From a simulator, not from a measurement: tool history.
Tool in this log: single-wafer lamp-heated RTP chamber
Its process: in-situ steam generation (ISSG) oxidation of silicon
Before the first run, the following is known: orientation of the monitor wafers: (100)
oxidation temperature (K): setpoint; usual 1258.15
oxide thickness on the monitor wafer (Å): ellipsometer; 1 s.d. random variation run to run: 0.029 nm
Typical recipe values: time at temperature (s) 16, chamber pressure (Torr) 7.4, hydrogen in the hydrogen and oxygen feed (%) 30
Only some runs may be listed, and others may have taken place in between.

run	hour	oxidation temperature (K)	time at temperature (s)	chamber pressure (Torr)	hydrogen in the hydrogen and oxygen feed (%)	wafers since the last listed run	wafers since the last pyrometer calibration	hours since the pressure gauge was zeroed	hours since the hydrogen flow controller was replaced	hours since the gauge calibration	read-back reference wafer on the same gauge, thickness	oxide thickness on the monitor wafer (Å)
1	0	1258.15	16	7.4	30	0	1369	3575.4	1252	619.3	4.097	51.66
2	73.2	1258.15	12	7.4	30	565	1934	3648.6	1325.2	692.5	4.086	46.04
3	144.4	1258.15	16	7.4	30	549	2484	3719.8	1396.4	763.7	4.091	52.76
4	210.6	1258.15	16	7.4	30	510	2995	3786	1462.6	829.9	4.078	52.35
# hour 242: pyrometer window cleaned and pyrometer calibrated
5	314.1	1258.15	16	7.4	30	737	556	3889.5	1566.1	933.4	4.107	51.41
6	355.3	1258.15	16	7.4	30	318	874	3930.7	1607.3	974.6	4.086	51.11
7	456.6	1258.15	16	7.4	30	781	1656	4032	1708.6	1075.9	4.08	52.14
8	532	1258.15	16	7.4	30	582	2238	4107.4	1784	1151.3	4.092	52.07
9	568.2	1258.15	16	7.4	30	279	2518	4143.6	1820.2	1187.5	4.089	51.78
10	621.3	1258.15	16	7.4	30	409	2928	4196.7	1873.3	1240.6	4.074	52.09
# hour 647.9: pyrometer window cleaned and pyrometer calibrated
11	661.9	1258.15	16	7.4	30	251	108	4237.3	1913.9	1281.2	4.073	49.78
# hour 805.8: gauge calibrated
12	837.7	1258.15	16	7.4	30	1356	1465	4413.1	2089.7	31.9	4.087	51.91
# hour 849: hydrogen flow controller replaced
13	894.6	1258.15	16	7.4	30	377	1842	4470	45.6	88.8	4.081	51.68
14	993.7	1258.15	16	8.2	30	764	2607	4569.1	144.7	187.9	4.091	51.58
# hour 1106.1: pyrometer window cleaned and pyrometer calibrated
15	1106.6	1258.15	16	8.4	30	809	3	4682	257.6	300.8	4.087	50.14
16	1139.5	1258.15	20	6.9	30	253	257	4714.9	290.5	333.7	4.098	55.98
17	1203.7	1258.15	20	7.4	30	495	753	4779.1	354.7	397.9	4.083	55.94
# hour 1229.5: pressure gauge zeroed
18	1431.4	1258.15	22	7.4	32	1695	2449	201.9	582.4	625.6	4.08	61.33
19	1502.8	1258.15	16	7.4	32	551	3000	273.3	653.8	697	4.098	53.59
20	1542.7	1258.15	18	7.4	30	307	3308	313.2	693.7	736.9	4.087	55.34
# hour 1593.4: pyrometer window cleaned and pyrometer calibrated
21	1607.1	1258.15	19	8.2	32	435	105	377.6	758.1	801.3	4.083	55.57
22	1674.3	1258.15	16	8.4	30	518	624	444.8	825.3	868.5	4.078	50.87
23	1731.4	1258.15	13	7.4	30	440	1065	501.9	882.4	925.6	4.095	47.41
24	1767.7	1258.15	19	8.7	30	280	1345	538.2	918.7	961.9	4.08	54.89
25	1837.8	1258.15	16	7.4	30	541	1886	608.3	988.8	1032	4.077	52.01
26	1886.5	1258.15	16	6.9	30	375	2262	657	1037.5	1080.7	4.089	52.15
27	1991.7	1258.15	16	7.4	30	812	3074	762.2	1142.7	1185.9	4.1	52.98
28	2031.9	1258.15	16	7.4	20	310	3385	802.4	1182.9	1226.1	4.099	46.99
# hour 2077.1: pyrometer window cleaned and pyrometer calibrated
29	2088.5	1277.15	16	8.7	30	375	88	859	1239.5	1282.7	4.091	53.85

3 options for the next run, each taken on its own from the tool as it stands now. Forecast them:
A	2088.9	1258.15	16	7.4	30	3	91	859.4	1239.9	1283.1	?	?
B	2088.9	1258.15	19	8.9	32	3	91	859.4	1239.9	1283.1	?	?
C	2088.9	1277.15	18	7.4	30	3	91	859.4	1239.9	1283.1	?	?

run	read-back reference wafer on the same gauge, thickness	oxide thickness on the monitor wafer (Å)
A	4.089	50.98
B	4.089	54.96
C	4.089	57.63
Stripped of hidden state, with their random variation kept, the same runs would have yielded:
run	oxide thickness on the monitor wafer (Å)
A	50.79
B	54.74
C	57.38
